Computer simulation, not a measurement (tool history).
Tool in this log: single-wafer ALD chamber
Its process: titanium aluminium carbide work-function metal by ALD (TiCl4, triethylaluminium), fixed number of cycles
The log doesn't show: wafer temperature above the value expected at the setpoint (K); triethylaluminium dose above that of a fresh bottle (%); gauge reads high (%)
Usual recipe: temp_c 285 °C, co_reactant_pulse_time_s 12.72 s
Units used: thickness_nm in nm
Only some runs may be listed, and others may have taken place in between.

run,hour,temp_c,co_reactant_pulse_time_s,wafers since the last listed run,hours since the last thermocouple change,hours since the last triethylaluminium bottle change,hours since the showerhead was replaced,hours since the gauge calibration,"read-back reference wafer on the same gauge, thickness_nm",thickness_nm
1,0.0,285,15.76,0,1251.4,1137.0,3580.1,513.2,1.539,1.885
2,58.2,285,15.76,697,1309.6,1195.2,3638.3,571.4,1.540,1.878
3,129.7,285,15.76,856,1381.1,1266.7,3709.8,642.9,1.541,1.871
4,157.0,285,14.56,326,1408.4,1294.0,3737.1,670.2,1.540,1.874
5,204.7,285,14.56,571,1456.1,1341.7,3784.8,717.9,1.540,1.858
6,266.7,285,14.56,742,1518.1,1403.7,3846.8,779.9,1.537,1.873
7,318.1,285,12.72,615,1569.5,1455.1,3898.2,831.3,1.541,1.845
# hour 346.9: showerhead replaced
8,356.5,285,12.72,364,1607.9,1493.5,9.6,869.7,1.540,1.854
9,382.6,285,12.72,312,1634.0,1519.6,35.7,895.8,1.536,1.842
10,434.4,285,12.72,620,1685.8,1571.4,87.5,947.6,1.542,1.850
11,484.9,285,12.72,604,1736.3,1621.9,138.0,998.1,1.538,1.844
12,549.6,285,12.72,774,1801.0,1686.6,202.7,1062.8,1.541,1.849
13,605.7,285,12.72,671,1857.1,1742.7,258.8,1118.9,1.539,1.845
14,634.7,285,12.72,347,1886.1,1771.7,287.8,1147.9,1.539,1.832
15,661.7,285,12.72,323,1913.1,1798.7,314.8,1174.9,1.542,1.854
# hour 709.6: triethylaluminium bottle replaced
16,719.6,298,12.72,597,1971.0,10.0,372.7,1232.8,1.539,1.893
# hour 754.8: thermocouple changed; heater temperature recalibrated
17,757.7,285,12.72,360,2.9,48.1,410.8,1270.9,1.541,1.782
# hour 774.7: gauge calibrated
18,828.7,296,17.67,850,73.9,119.1,481.8,54.0,1.542,1.935
19,861.8,285,12.72,396,107.0,152.2,514.9,87.1,1.540,1.802
20,902.8,294,9.19,491,148.0,193.2,555.9,128.1,1.542,1.808
21,928.7,295,14.14,310,173.9,219.1,581.8,154.0,1.540,1.904
22,996.4,285,12.72,810,241.6,286.8,649.5,221.7,1.538,1.797
23,1057.1,285,12.72,726,302.3,347.5,710.2,282.4,1.538,1.796
# hour 1120.9: triethylaluminium bottle replaced, repeated, since the last time left the tool worse
24,1126.6,285,14.34,736,371.8,5.7,779.7,351.9,1.542,1.866
25,1155.9,272,15.18,350,401.1,35.0,809.0,381.2,1.540,1.768
26,1188.0,285,14.92,384,433.2,67.1,841.1,413.3,1.541,1.857
27,1226.0,277,12.72,455,471.2,105.1,879.1,451.3,1.543,1.786
28,1269.3,272,12.72,518,514.5,148.4,922.4,494.6,1.539,1.750
29,1310.8,290,12.72,497,556.0,189.9,963.9,536.1,1.537,1.917
30,1360.4,271,15.69,594,605.6,239.5,1013.5,585.7,1.540,1.767
31,1410.3,285,12.72,597,655.5,289.4,1063.4,635.6,1.542,1.867
32,1465.7,291,14.39,663,710.9,344.8,1118.8,691.0,1.540,1.938
33,1533.8,279,9.82,815,779.0,412.9,1186.9,759.1,1.540,1.799
34,1582.9,285,8.66,588,828.1,462.0,1236.0,808.2,1.542,1.822

Alternative continuations, all from the tool just after run 34; predict every row:
A,1583.3,285,16.87,4,828.5,462.4,1236.4,808.6,?,?
B,1583.3,277,17.42,4,828.5,462.4,1236.4,808.6,?,?
C,1583.3,285,16.57,4,828.5,462.4,1236.4,808.6,?,?

run,"read-back reference wafer on the same gauge, thickness_nm",thickness_nm
A,1.537,1.883
B,1.537,1.818
C,1.537,1.882
Without the tool's hidden state the same runs would have given:
run,thickness_nm
A,1.885
B,1.820
C,1.884
